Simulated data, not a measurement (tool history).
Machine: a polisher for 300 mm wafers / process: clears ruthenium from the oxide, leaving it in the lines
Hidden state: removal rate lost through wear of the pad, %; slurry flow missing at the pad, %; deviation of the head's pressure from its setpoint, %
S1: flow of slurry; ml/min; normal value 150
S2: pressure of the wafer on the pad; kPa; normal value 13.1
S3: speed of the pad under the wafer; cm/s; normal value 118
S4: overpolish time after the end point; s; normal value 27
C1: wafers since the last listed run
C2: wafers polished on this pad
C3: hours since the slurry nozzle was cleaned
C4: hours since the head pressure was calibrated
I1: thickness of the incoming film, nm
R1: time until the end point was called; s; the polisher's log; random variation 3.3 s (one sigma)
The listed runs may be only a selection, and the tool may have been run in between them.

run	day	S1	S2	S3	S4	C1	C2	C3	C4	I1	R1
1	0.000	150	13.1	118	35	0	184	297.5	873.9	170.2	184.4
2	2.283	150	13.1	118	35	284	469	352.3	928.7	170.5	183.2
3	6.688	150	13.1	118	27	549	1019	458.0	1034.4	171.2	193.3
4	9.083	150	13.1	118	27	299	1318	515.5	1091.9	167.5	201.6
5	10.238	150	13.1	118	27	144	1462	543.2	1119.6	170.9	208.3
# day 11.988: slurry nozzle cleaned
# day 12.596: worn pad replaced by a new one
6	13.033	150	13.1	118	27	322	54	25.1	1186.7	168.8	183.9
7	15.179	140	13.1	118	27	267	322	76.6	1238.2	168.5	185.7
8	16.962	140	13.1	118	27	222	545	119.4	1281.0	172.0	196.4
9	19.108	140	13.1	118	27	267	813	170.9	1332.5	169.8	191.1
# day 19.392: head pressure recalibrated
10	21.829	150	13.1	118	27	329	1142	236.2	58.5	170.5	207.2
11	24.158	150	13.1	118	27	290	1432	292.1	114.4	171.2	206.2
# day 24.358: worn pad replaced by a new one
12	25.467	150	13.1	118	27	142	138	323.5	145.8	168.1	181.6
13	34.092	150	13.1	118	27	1076	1215	530.5	352.8	169.2	197.6
14	36.988	150	9.7	118	27	361	1576	600.0	422.3	166.6	288.3
# day 37.800: worn pad replaced by a new one
15	39.738	150	14.5	158	27	322	241	666.0	488.3	170.5	130.0
16	41.296	110	13.1	118	27	194	436	703.4	525.7	170.3	201.1
# day 41.667: slurry nozzle cleaned
17	44.275	150	13.1	118	27	366	802	62.6	597.2	171.1	192.2
18	46.871	150	17.2	92	27	323	1126	124.9	659.5	168.4	198.5
19	48.996	150	13.1	118	27	265	1392	175.9	710.5	169.0	204.9
# day 50.583: worn pad replaced by a new one
20	50.854	135	13.1	118	35	211	33	220.5	755.1	169.9	188.3
21	52.146	150	13.1	118	27	161	194	251.5	786.1	169.0	185.4
22	54.062	150	13.1	118	27	239	434	297.5	832.1	168.0	186.3
23	55.888	150	13.1	118	27	227	661	341.3	875.9	168.1	195.8
24	57.958	190	9.7	158	27	258	920	391.0	925.6	168.5	183.7
25	59.983	170	15.9	118	27	252	1173	439.6	974.2	170.6	161.2
# day 62.367: worn pad replaced by a new one
26	62.679	150	13.1	86	27	315	38	504.3	1038.9	171.7	265.3

Selected run-to-run steps in R1, each split into two signed amounts: the part the tool would show with no hidden state at all (from settings, incoming material and random variation), and the remainder, which goes to the hidden state together with any gauge scatter not common to the measured and the hidden-state-free results:
Run 11 -> 12: worn pad replaced by a new one. R1 -24.6 s: hidden state -21.5, all else -3.1.
Run 14 -> 15: S2 9.7 -> 14.5, S3 118 -> 158, worn pad replaced by a new one. R1 -158.3 s: hidden state -35.2, all else -123.1.
Run 25 -> 26: S1 170 -> 150, S2 15.9 -> 13.1, S3 118 -> 86, worn pad replaced by a new one. R1 +104.1 s: hidden state -3.5, all else +107.6.
